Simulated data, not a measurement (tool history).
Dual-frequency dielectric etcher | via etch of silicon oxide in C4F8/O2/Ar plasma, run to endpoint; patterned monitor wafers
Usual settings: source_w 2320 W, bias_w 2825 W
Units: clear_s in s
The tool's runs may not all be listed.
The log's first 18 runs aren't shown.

run,hour,source_w,bias_w,wafers since the last listed run,hours since the last wet clean,hours since the last source power generator calibration,hours since the last bias power generator calibration,hours since the last upper electrode change,"incoming incoming film thickness, nm",clear_s
19,1485.9,2320,2825,628,124.4,301.6,1687.1,3363.8,794.6,137.1
20,1530.6,2080,2825,346,169.1,346.3,1731.8,3408.5,797.5,145.2
# hour 1534.9: bias power generator calibrated
21,1616.7,2320,3380,636,255.2,432.4,81.8,3494.6,788.4,130.7
22,1707,2320,2563,699,345.5,522.7,172.1,3584.9,794.1,143.8
23,1756.8,2320,3191,386,395.3,572.5,221.9,3634.7,796.3,135.5
24,1806.5,2570,2825,385,445,622.2,271.6,3684.4,790.6,135.5
# hour 1859: wet clean of the chamber
# hour 1875.9: upper electrode replaced
25,1876.4,2640,3212,224,17.4,692.1,341.5,0.5,790.1,122.7
26,1896,2660,3204,151,37,711.7,361.1,20.1,788.5,122.9
27,1997.1,2320,2193,783,138.1,812.8,462.2,121.2,797.6,151.6
28,2067.7,2610,2584,547,208.7,883.4,532.8,191.8,792.4,134.7
29,2108.3,2080,2825,314,249.3,924,573.4,232.4,791.1,146.7
30,2178.2,1750,3504,541,319.2,993.9,643.3,302.3,792.2,146.5
31,2255.6,1870,3439,599,396.6,1071.3,720.7,379.7,794.3,143.4
32,2317.1,2150,2825,476,458.1,1132.8,782.2,441.2,787.9,144.7
# hour 2372.9: wet clean of the chamber
33,2411.1,2720,2482,542,38.2,1226.8,876.2,535.2,790.2,131.8
34,2462.7,2100,2485,399,89.8,1278.4,927.8,586.8,795.6,148.6

Branching from run 34: 3 alternative next runs. What would each branch give?
A,2463.2,2320,3196,3,90.3,1278.9,928.3,587.3,797.9,?
B,2463.2,2490,3225,3,90.3,1278.9,928.3,587.3,797.9,?
C,2463.2,1890,3457,3,90.3,1278.9,928.3,587.3,797.9,?

run,clear_s
A,130.3
B,126.4
C,137.1
Without the tool's unlogged condition, the same runs would have read:
run,clear_s
A,130
B,126.2
C,136.9
